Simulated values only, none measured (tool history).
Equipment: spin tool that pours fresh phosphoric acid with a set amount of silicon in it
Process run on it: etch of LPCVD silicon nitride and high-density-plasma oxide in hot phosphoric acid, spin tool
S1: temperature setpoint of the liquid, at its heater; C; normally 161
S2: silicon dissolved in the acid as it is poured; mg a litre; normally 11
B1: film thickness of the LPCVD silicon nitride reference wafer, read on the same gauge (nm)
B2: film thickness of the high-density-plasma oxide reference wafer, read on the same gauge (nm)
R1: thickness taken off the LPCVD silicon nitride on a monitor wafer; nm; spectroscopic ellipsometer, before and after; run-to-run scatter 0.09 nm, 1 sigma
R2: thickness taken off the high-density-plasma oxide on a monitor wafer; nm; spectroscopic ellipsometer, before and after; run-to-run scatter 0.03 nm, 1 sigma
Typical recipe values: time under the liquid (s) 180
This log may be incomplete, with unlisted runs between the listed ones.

run 1 day=0 | S1=161 S2=11 time_under_the_liquid_(s)=180 | B1=149.96 B2=150.03 | R1=12.22 R2=0.602
run 2 day=1.296 | S1=163 S2=11 time_under_the_liquid_(s)=180 | B1=150.02 B2=149.979 | R1=13.03 R2=0.729
run 3 day=2.883 | S1=161 S2=11 time_under_the_liquid_(s)=180 | B1=150.02 B2=150.031 | R1=12.2 R2=0.612
-- day=4.083 heated supply line repaired
run 4 day=4.788 | S1=161 S2=7.5 time_under_the_liquid_(s)=100 | B1=149.97 B2=150.002 | R1=7.6 R2=0.455
run 5 day=9.829 | S1=161 S2=11 time_under_the_liquid_(s)=210 | B1=149.99 B2=149.997 | R1=16.02 R2=0.862
run 6 day=11.779 | S1=161 S2=11 time_under_the_liquid_(s)=180 | B1=149.99 B2=150.011 | R1=13.67 R2=0.766
run 7 day=13.417 | S1=160 S2=11 time_under_the_liquid_(s)=180 | B1=149.97 B2=150.024 | R1=13.18 R2=0.722
run 8 day=15.754 | S1=161 S2=11 time_under_the_liquid_(s)=180 | B1=150.03 B2=149.976 | R1=13.65 R2=0.809
-- day=16.488 thermometer replaced
run 9 day=17.5 | S1=160 S2=7.5 time_under_the_liquid_(s)=265 | B1=149.99 B2=150.032 | R1=19.44 R2=1.119
run 10 day=20.292 | S1=159.5 S2=7 time_under_the_liquid_(s)=220 | B1=150.02 B2=149.999 | R1=16.06 R2=0.915
run 11 day=23.038 | S1=161 S2=11 time_under_the_liquid_(s)=235 | B1=150.01 B2=149.984 | R1=17.69 R2=1.012
-- day=23.571 dissolved silicon flow meter replaced
run 12 day=24.967 | S1=161 S2=4.5 time_under_the_liquid_(s)=180 | B1=150 B2=150.005 | R1=13.53 R2=0.855
run 13 day=27.729 | S1=161 S2=11 time_under_the_liquid_(s)=180 | B1=150 B2=150.017 | R1=13.64 R2=0.78
run 14 day=30.058 | S1=161 S2=18 time_under_the_liquid_(s)=90 | B1=150.02 B2=150.006 | R1=6.74 R2=0.301
run 15 day=31.092 | S1=161 S2=11 time_under_the_liquid_(s)=180 | B1=150 B2=150.027 | R1=13.51 R2=0.754
run 16 day=33.492 | S1=161 S2=11 time_under_the_liquid_(s)=180 | B1=150 B2=149.95 | R1=13.48 R2=0.736

Run 17, settings as shown, results not yet in. Your forecast:
run 17 day=34.946 | S1=159 S2=11 time_under_the_liquid_(s)=180 | B1=? B2=? | R1=? R2=?

Run 17 yielded B1 149.99, B2 149.993, R1 12.53 nm, R2 0.672 nm.
With no hidden state in the tool, this same run would have given R1 13.21 nm, R2 0.755 nm.
